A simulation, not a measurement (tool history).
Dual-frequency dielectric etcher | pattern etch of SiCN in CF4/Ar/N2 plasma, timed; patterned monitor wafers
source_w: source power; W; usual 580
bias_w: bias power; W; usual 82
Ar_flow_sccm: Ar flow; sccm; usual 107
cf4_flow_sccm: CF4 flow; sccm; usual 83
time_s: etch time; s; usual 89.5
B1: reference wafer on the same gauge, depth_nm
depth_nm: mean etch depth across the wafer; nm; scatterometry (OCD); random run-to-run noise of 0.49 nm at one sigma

Run 1, hour 0: usual settings but bias_w 65 W, cf4_flow_sccm 99 sccm; B1 115.9. Result: depth_nm 96.7 nm.
Run 2, hour 97.2: usual settings but bias_w 94 W, Ar_flow_sccm 84 sccm, cf4_flow_sccm 93 sccm, time_s 100.5 s; B1 115.9. Result: depth_nm 124.4 nm.
Run 3, hour 187.5: usual settings but cf4_flow_sccm 76 sccm; B1 116. Result: depth_nm 100.7 nm.
At hour 221.6: source power generator calibrated.
At hour 230.2: wet clean of the chamber.
Run 4, hour 245.4: usual settings but source_w 520 W, bias_w 101 W, cf4_flow_sccm 76 sccm; B1 116.3. Result: depth_nm 96.8 nm.
Run 5, hour 352.4: usual settings but source_w 500 W, time_s 116 s; B1 116.6. Result: depth_nm 113.3 nm.
At hour 390.2: CF4 flow controller replaced.
Run 6, hour 414.9: usual settings but source_w 630 W, bias_w 89 W, cf4_flow_sccm 73 sccm, time_s 72 s; B1 116.7. Result: depth_nm 89.8 nm.
Run 7, hour 460: usual settings; B1 116.7. Result: depth_nm 102 nm.
Run 8, hour 506.1: usual settings but bias_w 67 W, Ar_flow_sccm 88 sccm, cf4_flow_sccm 93 sccm, time_s 63.5 s; B1 116.7. Result: depth_nm 71.2 nm.
At hour 521.4: Ar flow controller replaced.
Run 9, hour 612.5: usual settings but source_w 460 W, time_s 97 s; B1 117. Result: depth_nm 86.7 nm.
Run 10, hour 677.1: usual settings but cf4_flow_sccm 68 sccm; B1 117.3. Result: depth_nm 99.8 nm.
Run 11, hour 784.9: usual settings but Ar_flow_sccm 100 sccm, time_s 82.5 s; B1 117.2. Result: depth_nm 95.7 nm.
Run 12, hour 830.3: usual settings but bias_w 65 W; B1 117.6. Result: depth_nm 96.3 nm.
Run 13, hour 911: usual settings but bias_w 64 W, cf4_flow_sccm 75 sccm; B1 117.6. Result: depth_nm 94.6 nm.
At hour 1027.5: wet clean of the chamber.
Run 14, hour 1028: usual settings but bias_w 66 W, time_s 75 s; B1 117.7. Result: depth_nm 80 nm.
Run 15, hour 1081.3: usual settings; B1 117.9. Result: depth_nm 104.1 nm.
Run 16, hour 1161.9: usual settings but source_w 640 W, cf4_flow_sccm 100 sccm, time_s 66.5 s; B1 118.1. Result: depth_nm 86.6 nm.
Run 17, hour 1201.9: usual settings but bias_w 66 W, cf4_flow_sccm 91 sccm; B1 118.2. Result: depth_nm 97.8 nm.
Run 18, hour 1271.5: usual settings; B1 118.2. Result: depth_nm 103.7 nm.
Run 19, hour 1338.8: usual settings; B1 118.4. Result: depth_nm 104.7 nm.
Run 20, hour 1407.2: usual settings but Ar_flow_sccm 93 sccm, time_s 66 s; B1 118.4. Result: depth_nm 78.1 nm.

5 ways to go on from here, each from the tool as it stands after run 20. What would each give?
Run A, hour 1407.6: usual settings but bias_w 69 W; B1 ?. Result: depth_nm ?.
Run B, hour 1407.6: usual settings but source_w 620 W, Ar_flow_sccm 127 sccm; B1 ?. Result: depth_nm ?.
Run C, hour 1407.6: usual settings but source_w 450 W, bias_w 70 W, Ar_flow_sccm 120 sccm, cf4_flow_sccm 75 sccm; B1 ?. Result: depth_nm ?.
Run D, hour 1407.6: usual settings but source_w 440 W, bias_w 97 W, Ar_flow_sccm 93 sccm; B1 ?. Result: depth_nm ?.
Run E, hour 1407.6: usual settings but Ar_flow_sccm 82 sccm; B1 ?. Result: depth_nm ?.

run     B1  depth_nm
  A  118.5      98.9
  B  118.5     109.8
  C  118.5      73.2
  D  118.5      83.2
  E  118.5     107.8
Take away the tool's hidden state, keep each run's random variation, and the runs would have read:
run  depth_nm
  A      96.8
  B     107.5
  C      71.6
  D      81.4
  E     105.5

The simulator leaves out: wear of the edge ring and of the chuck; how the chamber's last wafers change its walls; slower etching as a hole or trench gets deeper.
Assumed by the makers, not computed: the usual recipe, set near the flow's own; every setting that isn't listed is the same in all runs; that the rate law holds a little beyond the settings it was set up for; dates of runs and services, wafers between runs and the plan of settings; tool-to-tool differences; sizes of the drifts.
